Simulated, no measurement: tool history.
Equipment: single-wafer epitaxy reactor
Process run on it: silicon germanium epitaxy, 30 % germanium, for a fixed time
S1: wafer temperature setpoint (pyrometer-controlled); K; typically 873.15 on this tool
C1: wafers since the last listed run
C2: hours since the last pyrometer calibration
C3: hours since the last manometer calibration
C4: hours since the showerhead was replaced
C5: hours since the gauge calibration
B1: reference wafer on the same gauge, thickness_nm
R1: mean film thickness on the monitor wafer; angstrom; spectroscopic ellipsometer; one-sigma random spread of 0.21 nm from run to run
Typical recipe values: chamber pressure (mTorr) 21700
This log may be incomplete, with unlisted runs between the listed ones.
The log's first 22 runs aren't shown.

{"run": 23, "hour": 262.3, "S1": 865.15, "chamber pressure (mTorr)": 20300, "C1": 175, "C2": 191.5, "C3": 3025.6, "C4": 3419.1, "C5": 188, "B1": 67.421, "R1": 491.22}
{"hour": 274.3, "done": "showerhead replaced"}
{"run": 24, "hour": 274.8, "S1": 873.15, "chamber pressure (mTorr)": 18600, "C1": 97, "C2": 204, "C3": 3038.1, "C4": 0.5, "C5": 200.5, "B1": 67.605, "R1": 535.87}
{"hour": 295.7, "done": "capacitance manometer re-zeroed and calibrated"}
{"run": 25, "hour": 324.7, "S1": 873.15, "chamber pressure (mTorr)": 21700, "C1": 907, "C2": 253.9, "C3": 29, "C4": 50.4, "C5": 250.4, "B1": 67.517, "R1": 578.86}
{"run": 26, "hour": 336.0, "S1": 865.15, "chamber pressure (mTorr)": 25100, "C1": 244, "C2": 265.2, "C3": 40.3, "C4": 61.7, "C5": 261.7, "B1": 67.455, "R1": 543.58}
{"run": 27, "hour": 352.1, "S1": 887.15, "chamber pressure (mTorr)": 26300, "C1": 348, "C2": 281.3, "C3": 56.4, "C4": 77.8, "C5": 277.8, "B1": 67.409, "R1": 792.37}
{"run": 28, "hour": 364.1, "S1": 867.15, "chamber pressure (mTorr)": 19300, "C1": 259, "C2": 293.3, "C3": 68.4, "C4": 89.8, "C5": 289.8, "B1": 67.409, "R1": 493.96}
{"run": 29, "hour": 376.5, "S1": 873.15, "chamber pressure (mTorr)": 17200, "C1": 268, "C2": 305.7, "C3": 80.8, "C4": 102.2, "C5": 302.2, "B1": 67.457, "R1": 518.08}
{"run": 30, "hour": 386.4, "S1": 861.15, "chamber pressure (mTorr)": 26900, "C1": 214, "C2": 315.6, "C3": 90.7, "C4": 112.1, "C5": 312.1, "B1": 67.431, "R1": 527.75}
{"run": 31, "hour": 395.6, "S1": 868.15, "chamber pressure (mTorr)": 21700, "C1": 199, "C2": 324.8, "C3": 99.9, "C4": 121.3, "C5": 321.3, "B1": 67.455, "R1": 530.96}
{"run": 32, "hour": 408.4, "S1": 886.15, "chamber pressure (mTorr)": 23700, "C1": 277, "C2": 337.6, "C3": 112.7, "C4": 134.1, "C5": 334.1, "B1": 67.436, "R1": 743.69}
{"run": 33, "hour": 415.1, "S1": 861.15, "chamber pressure (mTorr)": 24800, "C1": 145, "C2": 344.3, "C3": 119.4, "C4": 140.8, "C5": 340.8, "B1": 67.488, "R1": 506.61}
{"run": 34, "hour": 431.8, "S1": 873.15, "chamber pressure (mTorr)": 18200, "C1": 361, "C2": 361, "C3": 136.1, "C4": 157.5, "C5": 357.5, "B1": 67.389, "R1": 533.71}

5 options for the next run, each taken on its own from the tool as it stands now. Forecast them:
{"run": "A", "hour": 432.2, "S1": 873.15, "chamber pressure (mTorr)": 21700, "C1": 8, "C2": 361.4, "C3": 136.5, "C4": 157.9, "C5": 357.9, "B1": "?", "R1": "?"}
{"run": "B", "hour": 432.2, "S1": 885.15, "chamber pressure (mTorr)": 20200, "C1": 8, "C2": 361.4, "C3": 136.5, "C4": 157.9, "C5": 357.9, "B1": "?", "R1": "?"}
{"run": "C", "hour": 432.2, "S1": 885.15, "chamber pressure (mTorr)": 25200, "C1": 8, "C2": 361.4, "C3": 136.5, "C4": 157.9, "C5": 357.9, "B1": "?", "R1": "?"}
{"run": "D", "hour": 432.2, "S1": 873.15, "chamber pressure (mTorr)": 17100, "C1": 8, "C2": 361.4, "C3": 136.5, "C4": 157.9, "C5": 357.9, "B1": "?", "R1": "?"}
{"run": "E", "hour": 432.2, "S1": 887.15, "chamber pressure (mTorr)": 17600, "C1": 8, "C2": 361.4, "C3": 136.5, "C4": 157.9, "C5": 357.9, "B1": "?", "R1": "?"}

run=A B1=67.472 R1=578.75
run=B B1=67.472 R1=677.24
run=C B1=67.472 R1=750.2
run=D B1=67.472 R1=516.79
run=E B1=67.472 R1=654.34
Take away the tool's hidden state, keep each run's random variation, and the runs would have read:
run=A R1=581.14
run=B R1=679.97
run=C R1=753.22
run=D R1=518.92
run=E R1=656.97
